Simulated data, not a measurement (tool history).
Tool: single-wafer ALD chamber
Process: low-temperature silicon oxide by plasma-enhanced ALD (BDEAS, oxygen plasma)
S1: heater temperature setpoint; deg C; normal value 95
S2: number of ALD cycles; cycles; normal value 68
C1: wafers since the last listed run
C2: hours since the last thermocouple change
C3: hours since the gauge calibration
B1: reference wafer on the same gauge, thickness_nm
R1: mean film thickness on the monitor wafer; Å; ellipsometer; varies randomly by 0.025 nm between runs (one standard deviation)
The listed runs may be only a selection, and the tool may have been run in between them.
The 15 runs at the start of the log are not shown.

run,hour,S1,S2,C1,C2,C3,B1,R1
16,477.5,90,64,377,2007.8,263.6,9.5,99.03
17,504.4,90,64,103,2034.7,290.5,9.499,99.19
18,529.9,90,64,98,2060.2,316,9.505,99.17
19,550.3,84,68,78,2080.6,336.4,9.5,107.8
20,578.3,95,68,107,2108.6,364.4,9.496,103.31
21,598.5,95,78,77,2128.8,384.6,9.501,118.92
22,628.9,85,76,117,2159.2,415,9.498,120.19
23,652.2,95,68,89,2182.5,438.3,9.504,103.31
24,668.5,87,55,62,2198.8,454.6,9.499,86.24
25,737.4,95,72,265,2267.7,523.5,9.497,110.15
# hour 749.9: thermocouple changed; heater temperature recalibrated
26,755.5,95,68,38,5.6,541.6,9.502,100.7
27,773.5,102,81,69,23.6,559.6,9.498,117.55
# hour 787.8: gauge calibrated
28,789.3,95,64,60,39.4,1.5,9.503,95.35
29,817.2,105,56,107,67.3,29.4,9.505,81.15
30,831.7,82,56,55,81.8,43.9,9.503,87.78
31,857.6,101,73,99,107.7,69.8,9.498,105.85
32,886.7,95,68,112,136.8,98.9,9.499,101.27
33,941.7,95,68,212,191.8,153.9,9.5,102.01

Run 34 has not been measured yet. What should we expect?
34,968.5,85,81,103,218.6,180.7,?,?

{"run 34": {"B1": 9.502, "R1": 126.36}}
With no hidden state in the tool, this same run would have given R1 125.51 Å.
